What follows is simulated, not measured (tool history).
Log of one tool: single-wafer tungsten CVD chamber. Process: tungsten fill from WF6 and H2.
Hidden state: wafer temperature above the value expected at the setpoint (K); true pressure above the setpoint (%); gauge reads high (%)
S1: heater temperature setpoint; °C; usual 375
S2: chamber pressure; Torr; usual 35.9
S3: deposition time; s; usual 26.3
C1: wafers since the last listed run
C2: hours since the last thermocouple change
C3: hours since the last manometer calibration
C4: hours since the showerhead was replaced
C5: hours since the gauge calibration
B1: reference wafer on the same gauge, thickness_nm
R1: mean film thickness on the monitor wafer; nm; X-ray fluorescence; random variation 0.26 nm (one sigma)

run	day	S1	S2	S3	C1	C2	C3	C4	C5	B1	R1
1	0	375	35.9	26.3	0	1246.6	666.8	3811.6	665.1	46.436	49.833
2	0.875	380	38.8	26.3	324	1267.6	687.8	3832.6	686.1	46.392	56.501
3	2.279	380	38.8	26.3	521	1301.3	721.5	3866.3	719.8	46.423	55.698
4	2.946	380	38.8	26.3	247	1317.3	737.5	3882.3	735.8	46.381	56.263
5	3.729	375	35.9	26.3	290	1336.1	756.3	3901.1	754.6	46.366	49.582
6	4.854	375	35.9	26.3	417	1363.1	783.3	3928.1	781.6	46.366	49.06
7	5.45	375	35.9	26.3	221	1377.4	797.6	3942.4	795.9	46.373	49.51
8	5.962	375	35.9	22.2	190	1389.7	809.9	3954.7	808.2	46.35	41.626
9	6.767	375	35.9	22.2	298	1409	829.2	3974	827.5	46.363	41.172
10	8.025	375	35.9	23.3	467	1439.2	859.4	4004.2	857.7	46.375	43.547
# day 8.121: gauge calibrated
# day 8.988: thermocouple changed; heater temperature recalibrated
11	9.008	375	35.9	23.3	241	0.5	883	4027.8	21.3	46.414	45.73
12	9.892	378	35.9	26.3	327	21.7	904.2	4049	42.5	46.396	54.391
13	11.05	378	35.9	26.3	430	49.5	932	4076.8	70.3	46.391	54.528
14	11.654	375	35.9	26.3	224	64	946.5	4091.3	84.8	46.425	51.728
15	12.583	375	35.9	26.3	344	86.3	968.8	4113.6	107.1	46.451	51.675
16	13.454	365	35.9	28.2	323	107.2	989.7	4134.5	128	46.35	45.943
17	14.617	375	35.9	26.3	431	135.1	1017.6	4162.4	155.9	46.351	51.338
18	15.317	371	40.9	26.3	259	151.9	1034.4	4179.2	172.7	46.435	50.718
19	16.346	369	29.6	26.3	382	176.6	1059.1	4203.9	197.4	46.427	42.565
20	17.067	365	38.2	31.3	267	193.9	1076.4	4221.2	214.7	46.384	52.367
21	18.367	387	35.9	29.1	482	225.1	1107.6	4252.4	245.9	46.395	70.194
# day 19.017: capacitance manometer re-zeroed and calibrated
# day 19.079: showerhead replaced
22	19.342	375	35.9	29.8	214	248.5	7.8	6.3	269.3	46.366	56.134
23	22.179	375	35.9	26.3	1053	316.6	75.9	74.4	337.4	46.438	50.258
24	23.238	366	39.8	21.1	392	342	101.3	99.8	362.8	46.422	35.354
25	23.892	375	35.9	26.3	242	357.7	117	115.5	378.5	46.363	50.088
26	24.538	384	35.9	26.3	239	373.2	132.5	131	394	46.331	59.248
27	25.496	375	35.9	26.3	355	396.2	155.5	154	417	46.407	49.702
28	26.767	375	35.9	29.2	471	426.7	186	184.5	447.5	46.438	55.806
29	27.279	375	35.9	26.3	190	439	198.3	196.8	459.8	46.358	50.483
30	27.962	375	35.9	26.3	253	455.4	214.7	213.2	476.2	46.384	50.319
31	29.021	375	33.6	29.3	392	480.8	240.1	238.6	501.6	46.363	54.538
32	30.071	375	35.9	26.3	389	506	265.3	263.8	526.8	46.377	50.358
33	30.892	367	44.5	28.7	304	525.7	285	283.5	546.5	46.442	52.585

Hidden state or all else? Some run-to-run changes of R1, split into what the settings, what came in and random variation would give without the hidden state, and what is left for the hidden state (with any gauge scatter that isn't in both results):
Run 10 -> 11: gauge calibrated, thermocouple changed; heater temperature recalibrated. R1 +2.183 nm: hidden state +1.997, all else +0.186.
Run 20 -> 21: S1 365 -> 387, S2 38.2 -> 35.9, S3 31.3 -> 29.1. R1 +17.827 nm: hidden state +0.458, all else +17.369.
Run 21 -> 22: S1 387 -> 375, S3 29.1 -> 29.8, capacitance manometer re-zeroed and calibrated, showerhead replaced. R1 -14.06 nm: hidden state -2.217, all else -11.843.
Run 23 -> 24: S1 375 -> 366, S2 35.9 -> 39.8, S3 26.3 -> 21.1. R1 -14.904 nm: hidden state +0.108, all else -15.012.
Run 24 -> 25: S1 366 -> 375, S2 39.8 -> 35.9, S3 21.1 -> 26.3. R1 +14.734 nm: hidden state +0.019, all else +14.715.
